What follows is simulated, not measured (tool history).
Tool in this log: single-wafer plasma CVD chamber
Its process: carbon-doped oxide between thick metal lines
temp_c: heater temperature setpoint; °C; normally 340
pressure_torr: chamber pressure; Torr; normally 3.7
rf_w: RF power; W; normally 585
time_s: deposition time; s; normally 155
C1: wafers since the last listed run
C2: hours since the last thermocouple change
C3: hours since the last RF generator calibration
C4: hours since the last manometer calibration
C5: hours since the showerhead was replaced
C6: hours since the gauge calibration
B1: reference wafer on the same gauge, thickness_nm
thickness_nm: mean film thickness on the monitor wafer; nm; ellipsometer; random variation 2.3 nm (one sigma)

Run 1, hour 0: usual settings; C1 0; C2 1415.9; C3 1569.1; C4 1010.3; C5 6310.6; C6 25.4; B1 951.28. Result: thickness_nm 833.156 nm.
Run 2, hour 56.4: usual settings; C1 395; C2 1472.3; C3 1625.5; C4 1066.7; C5 6367; C6 81.8; B1 951.221. Result: thickness_nm 829.751 nm.
Run 3, hour 124.1: usual settings but temp_c 335 °C, time_s 173 s; C1 474; C2 1540; C3 1693.2; C4 1134.4; C5 6434.7; C6 149.5; B1 951.156. Result: thickness_nm 947.293 nm.
Run 4, hour 183.8: usual settings but temp_c 335 °C, time_s 173 s; C1 418; C2 1599.7; C3 1752.9; C4 1194.1; C5 6494.4; C6 209.2; B1 950.541. Result: thickness_nm 941.7 nm.
Run 5, hour 216.4: usual settings but temp_c 334 °C; C1 228; C2 1632.3; C3 1785.5; C4 1226.7; C5 6527; C6 241.8; B1 951.189. Result: thickness_nm 850.931 nm.
Run 6, hour 251.2: usual settings but temp_c 334 °C; C1 244; C2 1667.1; C3 1820.3; C4 1261.5; C5 6561.8; C6 276.6; B1 950.917. Result: thickness_nm 847.488 nm.
Run 7, hour 278.5: usual settings but temp_c 334 °C; C1 191; C2 1694.4; C3 1847.6; C4 1288.8; C5 6589.1; C6 303.9; B1 950.915. Result: thickness_nm 842.593 nm.
Run 8, hour 350.2: usual settings but temp_c 343 °C, pressure_torr 4.39 Torr; C1 502; C2 1766.1; C3 1919.3; C4 1360.5; C5 6660.8; C6 375.6; B1 950.834. Result: thickness_nm 838.147 nm.
Run 9, hour 403.8: usual settings but temp_c 343 °C, pressure_torr 4.39 Torr; C1 375; C2 1819.7; C3 1972.9; C4 1414.1; C5 6714.4; C6 429.2; B1 951.143. Result: thickness_nm 834.396 nm.
At hour 416.5: capacitance manometer re-zeroed and calibrated.
Run 10, hour 436.4: usual settings but temp_c 343 °C, pressure_torr 4.39 Torr; C1 172; C2 1852.3; C3 2005.5; C4 19.9; C5 6747; C6 461.8; B1 951.081. Result: thickness_nm 831.996 nm.
At hour 446.5: RF generator calibrated.
At hour 563.5: thermocouple changed; heater temperature recalibrated.
At hour 602.6: showerhead replaced.
Run 11, hour 636.1: usual settings; C1 1232; C2 72.6; C3 189.6; C4 219.6; C5 33.5; C6 661.5; B1 951.07. Result: thickness_nm 825.065 nm.
Run 12, hour 674: usual settings; C1 265; C2 110.5; C3 227.5; C4 257.5; C5 71.4; C6 699.4; B1 951.428. Result: thickness_nm 822.114 nm.
Run 13, hour 734.3: usual settings but temp_c 328 °C, rf_w 665 W; C1 422; C2 170.8; C3 287.8; C4 317.8; C5 131.7; C6 759.7; B1 951.174. Result: thickness_nm 898.04 nm.
At hour 759.1: gauge calibrated.
Run 14, hour 774: usual settings but temp_c 348 °C, rf_w 530 W; C1 278; C2 210.5; C3 327.5; C4 357.5; C5 171.4; C6 14.9; B1 951.11. Result: thickness_nm 776.227 nm.
At hour 787: thermocouple changed; heater temperature recalibrated, repeated, since the last time left the tool worse.
Run 15, hour 830.8: usual settings but temp_c 334 °C; C1 342; C2 43.8; C3 384.3; C4 414.3; C5 228.2; C6 71.7; B1 951.096. Result: thickness_nm 855.596 nm.
Run 16, hour 872.5: usual settings; C1 292; C2 85.5; C3 426; C4 456; C5 269.9; C6 113.4; B1 950.853. Result: thickness_nm 841.973 nm.
Run 17, hour 935.7: usual settings; C1 443; C2 148.7; C3 489.2; C4 519.2; C5 333.1; C6 176.6; B1 951.152. Result: thickness_nm 839.61 nm.
Run 18, hour 991.9: usual settings but rf_w 530 W, time_s 141 s; C1 394; C2 204.9; C3 545.4; C4 575.4; C5 389.3; C6 232.8; B1 951.14. Result: thickness_nm 739.489 nm.
Run 19, hour 1054.5: usual settings but rf_w 510 W; C1 439; C2 267.5; C3 608; C4 638; C5 451.9; C6 295.4; B1 951.011. Result: thickness_nm 801.966 nm.
Run 20, hour 1080.3: usual settings but pressure_torr 4 Torr, time_s 168 s; C1 180; C2 293.3; C3 633.8; C4 663.8; C5 477.7; C6 321.2; B1 950.995. Result: thickness_nm 913.276 nm.
Run 21, hour 1147.4: usual settings but pressure_torr 2.81 Torr; C1 470; C2 360.4; C3 700.9; C4 730.9; C5 544.8; C6 388.3; B1 951.182. Result: thickness_nm 830.103 nm.
Run 22, hour 1179.4: usual settings but temp_c 346 °C, rf_w 690 W, time_s 137 s; C1 224; C2 392.4; C3 732.9; C4 762.9; C5 576.8; C6 420.3; B1 951.13. Result: thickness_nm 773.513 nm.
Run 23, hour 1223.1: usual settings but temp_c 327 °C, rf_w 645 W; C1 306; C2 436.1; C3 776.6; C4 806.6; C5 620.5; C6 464; B1 950.88. Result: thickness_nm 908.101 nm.
Run 24, hour 1256.8: usual settings; C1 236; C2 469.8; C3 810.3; C4 840.3; C5 654.2; C6 497.7; B1 951.399. Result: thickness_nm 835.139 nm.

Predict each of these 4 candidate next runs independently; none follows another, all start after run 24:
Run A, hour 1257.2: usual settings; C1 2; C2 470.2; C3 810.7; C4 840.7; C5 654.6; C6 498.1; B1 ?. Result: thickness_nm ?.
Run B, hour 1257.2: usual settings but temp_c 330 °C, rf_w 555 W, time_s 134 s; C1 2; C2 470.2; C3 810.7; C4 840.7; C5 654.6; C6 498.1; B1 ?. Result: thickness_nm ?.
Run C, hour 1257.2: usual settings but rf_w 655 W; C1 2; C2 470.2; C3 810.7; C4 840.7; C5 654.6; C6 498.1; B1 ?. Result: thickness_nm ?.
Run D, hour 1257.2: usual settings but rf_w 670 W, time_s 137 s; C1 2; C2 470.2; C3 810.7; C4 840.7; C5 654.6; C6 498.1; B1 ?. Result: thickness_nm ?.

run       B1  thickness_nm
  A  951.326       840.454
  B  951.326       737.711
  C  951.326       877.182
  D  951.326       782.511
Take away the tool's hidden state, keep each run's random variation, and the runs would have read:
run  thickness_nm
  A       842.794
  B        740.17
  C       879.624
  D       784.689
